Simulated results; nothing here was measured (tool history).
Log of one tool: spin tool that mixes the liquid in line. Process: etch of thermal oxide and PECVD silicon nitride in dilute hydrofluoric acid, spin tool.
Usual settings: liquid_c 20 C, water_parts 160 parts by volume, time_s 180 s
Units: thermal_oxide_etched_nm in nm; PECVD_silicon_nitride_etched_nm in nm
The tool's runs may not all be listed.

run    hour  liquid_c  water_parts  time_s  read-back film thickness of the thermal oxide reference wafer, read on the same gauge (nm)  read-back film thickness of the PECVD silicon nitride reference wafer, read on the same gauge (nm)  thermal_oxide_etched_nm  PECVD_silicon_nitride_etched_nm
  1       0        20          160     180                                                                                     100.002                                                                                             139.982                    4.823                            2.775
  2    60.6        20          160     180                                                                                      99.984                                                                                                 140                    4.798                            2.773
  3      93        20          160     180                                                                                      99.996                                                                                             139.993                    4.816                            2.764
  4   133.6        20          160     180                                                                                      99.976                                                                                             139.943                    4.822                            2.813
  5   166.7        20          160     180                                                                                      99.981                                                                                             140.057                    4.831                            2.789
  6   216.7        18          160     180                                                                                     100.024                                                                                             140.012                    4.467                            2.466
  7   431.9        20          160     225                                                                                     100.006                                                                                              140.02                     6.08                            3.511
      471.9  -- thermometer replaced
  8   497.2        20          160     225                                                                                      99.992                                                                                             140.023                     6.27                            3.736
  9     537        20          125     220                                                                                     100.012                                                                                             140.001                     8.26                            4.727
 10     565        20          125     220                                                                                      99.986                                                                                             140.014                    8.245                            4.741
 11   592.9        20          125     220                                                                                      99.967                                                                                             140.009                    8.244                            4.631
      642.2  -- hydrofluoric acid flow meter replaced
 12     714        20          110     235                                                                                      99.996                                                                                             140.038                    10.31                            5.756
 13   751.3        18          120     230                                                                                      99.975                                                                                             139.999                    8.374                            4.611
      769.2  -- thermometer replaced, repeated, since the last time left the tool worse
 14   813.7        20          160     180                                                                                      99.987                                                                                             140.035                    4.517                            2.459
 15   862.6        17          160     180                                                                                      99.941                                                                                             139.986                    3.989                            2.007
      883.6  -- gauge calibrated
 16   889.4        17          230     250                                                                                      99.963                                                                                              140.02                    3.628                            2.017
 17     944        17          225     270                                                                                     100.008                                                                                             139.947                    4.009                            2.196
 18  1007.2      17.5          105     180                                                                                      99.999                                                                                             139.982                    6.655                            3.151
 19  1055.8        20          100     135                                                                                     100.014                                                                                             139.943                    5.783                            2.972
 20    1124      24.5          210     180                                                                                      99.962                                                                                             140.021                    3.867                            2.602
 21  1194.2        20          160     275                                                                                     100.023                                                                                             140.027                    6.971                            3.917
 22  1242.4        24          160     280                                                                                      99.989                                                                                             139.972                     8.23                            5.072
 23    1273        20          160     180                                                                                      99.995                                                                                              139.97                    4.605                            2.566
 24  1312.5        20          125     220                                                                                      99.999                                                                                             139.969                     7.36                            3.998
 25  1372.7        18          160     285                                                                                      99.978                                                                                             140.021                    6.659                            3.559

Forecast each of these 3 alternatives for the next run:
  A  1373.2        20          160     180                                                                                           ?                                                                                                   ?                        ?                                ?
  B  1373.2        22          160     140                                                                                           ?                                                                                                   ?                        ?                                ?
  C  1373.2      22.5          160     180                                                                                           ?                                                                                                   ?                        ?                                ?

run  read-back film thickness of the thermal oxide reference wafer, read on the same gauge (nm)  read-back film thickness of the PECVD silicon nitride reference wafer, read on the same gauge (nm)  thermal_oxide_etched_nm  PECVD_silicon_nitride_etched_nm
  A                                                                                      99.976                                                                                             140.001                    4.606                            2.589
  B                                                                                      99.976                                                                                             140.001                    3.872                            2.296
  C                                                                                      99.976                                                                                             140.001                    5.076                             3.05
Without the tool's hidden state the same runs would have given:
run  thermal_oxide_etched_nm  PECVD_silicon_nitride_etched_nm
  A                    4.514                            2.503
  B                    3.797                            2.221
  C                    4.977                            2.951

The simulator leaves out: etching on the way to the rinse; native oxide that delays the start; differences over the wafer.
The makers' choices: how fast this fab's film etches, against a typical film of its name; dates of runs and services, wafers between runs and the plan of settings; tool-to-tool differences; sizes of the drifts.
